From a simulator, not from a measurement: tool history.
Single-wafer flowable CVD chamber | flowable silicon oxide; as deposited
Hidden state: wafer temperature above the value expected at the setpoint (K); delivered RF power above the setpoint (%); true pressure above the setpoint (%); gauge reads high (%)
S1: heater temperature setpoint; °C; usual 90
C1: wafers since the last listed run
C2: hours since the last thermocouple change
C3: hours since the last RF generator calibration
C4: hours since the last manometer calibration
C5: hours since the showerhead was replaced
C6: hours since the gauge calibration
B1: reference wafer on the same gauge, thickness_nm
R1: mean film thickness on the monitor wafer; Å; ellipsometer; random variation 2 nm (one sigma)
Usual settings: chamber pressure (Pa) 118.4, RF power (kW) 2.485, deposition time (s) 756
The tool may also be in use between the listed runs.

Run 1, hour 0: usual settings; C1 0; C2 1339.2; C3 1042.5; C4 840.1; C5 4772; C6 826; B1 790.841. Result: R1 6822.27 Å.
Run 2, hour 64.6: usual settings; C1 221; C2 1403.8; C3 1107.1; C4 904.7; C5 4836.6; C6 890.6; B1 791.305. Result: R1 6848 Å.
At hour 138: RF generator calibrated.
Run 3, hour 138.5: usual settings; C1 226; C2 1477.7; C3 0.5; C4 978.6; C5 4910.5; C6 964.5; B1 790.986. Result: R1 6957.82 Å.
Run 4, hour 181.8: usual settings but S1 96 °C; C1 148; C2 1521; C3 43.8; C4 1021.9; C5 4953.8; C6 1007.8; B1 791.625. Result: R1 5674.36 Å.
Run 5, hour 227.7: usual settings but S1 96 °C; C1 157; C2 1566.9; C3 89.7; C4 1067.8; C5 4999.7; C6 1053.7; B1 791.576. Result: R1 5686.22 Å.
Run 6, hour 373.2: usual settings but S1 96 °C; C1 499; C2 1712.4; C3 235.2; C4 1213.3; C5 5145.2; C6 1199.2; B1 791.047. Result: R1 5694.12 Å.
Run 7, hour 441: usual settings; C1 232; C2 1780.2; C3 303; C4 1281.1; C5 5213; C6 1267; B1 791.471. Result: R1 6902.58 Å.
Run 8, hour 479.5: usual settings; C1 132; C2 1818.7; C3 341.5; C4 1319.6; C5 5251.5; C6 1305.5; B1 790.677. Result: R1 6856.23 Å.
Run 9, hour 545.5: usual settings; C1 226; C2 1884.7; C3 407.5; C4 1385.6; C5 5317.5; C6 1371.5; B1 791.242. Result: R1 6858.94 Å.
Run 10, hour 681.7: usual settings; C1 467; C2 2020.9; C3 543.7; C4 1521.8; C5 5453.7; C6 1507.7; B1 790.555. Result: R1 6843.49 Å.
Run 11, hour 708: usual settings; C1 90; C2 2047.2; C3 570; C4 1548.1; C5 5480; C6 1534; B1 791.754. Result: R1 6847.52 Å.
Run 12, hour 744.5: usual settings; C1 125; C2 2083.7; C3 606.5; C4 1584.6; C5 5516.5; C6 1570.5; B1 790.537. Result: R1 6869.73 Å.
At hour 755.9: capacitance manometer re-zeroed and calibrated.
Run 13, hour 800.9: usual settings; C1 166; C2 2140.1; C3 662.9; C4 45; C5 5572.9; C6 1626.9; B1 791.136. Result: R1 6851.34 Å.
At hour 813.7: thermocouple changed; heater temperature recalibrated.
Run 14, hour 865.8: usual settings; C1 195; C2 52.1; C3 727.8; C4 109.9; C5 5637.8; C6 1691.8; B1 790.875. Result: R1 6837.7 Å.
At hour 907: gauge calibrated.
Run 15, hour 930: usual settings but RF power (kW) 2.885, deposition time (s) 885; C1 220; C2 116.3; C3 792; C4 174.1; C5 5702; C6 23; B1 791.006. Result: R1 8249.47 Å.
Run 16, hour 980: usual settings; C1 171; C2 166.3; C3 842; C4 224.1; C5 5752; C6 73; B1 790.756. Result: R1 6856.48 Å.
Run 17, hour 1022.2: usual settings but S1 77 °C; C1 144; C2 208.5; C3 884.2; C4 266.3; C5 5794.2; C6 115.2; B1 791.1. Result: R1 9949.99 Å.
Run 18, hour 1068: usual settings but chamber pressure (Pa) 90.1, RF power (kW) 2.305; C1 157; C2 254.3; C3 930; C4 312.1; C5 5840; C6 161; B1 791.115. Result: R1 5116.7 Å.
At hour 1109.1: RF generator calibrated.
Run 19, hour 1119.9: usual settings but S1 102 °C, chamber pressure (Pa) 130, RF power (kW) 2.84; C1 150; C2 306.2; C3 10.8; C4 364; C5 5891.9; C6 212.9; B1 791.214. Result: R1 5218.19 Å.
At hour 1182.9: showerhead replaced.
Run 20, hour 1183.4: usual settings but S1 103 °C, chamber pressure (Pa) 134.3, RF power (kW) 2.22, deposition time (s) 717; C1 190; C2 369.7; C3 74.3; C4 427.5; C5 0.5; C6 276.4; B1 791.612. Result: R1 4757.58 Å.
Run 21, hour 1246: usual settings; C1 215; C2 432.3; C3 136.9; C4 490.1; C5 63.1; C6 339; B1 790.572. Result: R1 6900.77 Å.
Run 22, hour 1275.3: usual settings but S1 100 °C, chamber pressure (Pa) 142.4, RF power (kW) 2.135; C1 100; C2 461.6; C3 166.2; C4 519.4; C5 92.4; C6 368.3; B1 791.17. Result: R1 5796.14 Å.
Run 23, hour 1340.1: usual settings but S1 103 °C, RF power (kW) 2.06; C1 222; C2 526.4; C3 231; C4 584.2; C5 157.2; C6 433.1; B1 791.311. Result: R1 4303.39 Å.
Run 24, hour 1401.6: usual settings but S1 96 °C, chamber pressure (Pa) 137.9, RF power (kW) 2.895; C1 211; C2 587.9; C3 292.5; C4 645.7; C5 218.7; C6 494.6; B1 790.689. Result: R1 6726.03 Å.
Run 25, hour 1473.3: usual settings; C1 246; C2 659.6; C3 364.2; C4 717.4; C5 290.4; C6 566.3; B1 790.119. Result: R1 6854.03 Å.
Run 26, hour 1538.6: usual settings but S1 100 °C, chamber pressure (Pa) 142.4, RF power (kW) 2.135; C1 224; C2 724.9; C3 429.5; C4 782.7; C5 355.7; C6 631.6; B1 790.632. Result: R1 5757.13 Å.

Forecast run 27:
Run 27, hour 1564.5: usual settings; C1 88; C2 750.8; C3 455.4; C4 808.6; C5 381.6; C6 657.5; B1 ?. Result: R1 ?.

B1: 790.848
R1: 6851.08 Å
Without the tool's hidden state the same run would have given R1 6937.54 Å.
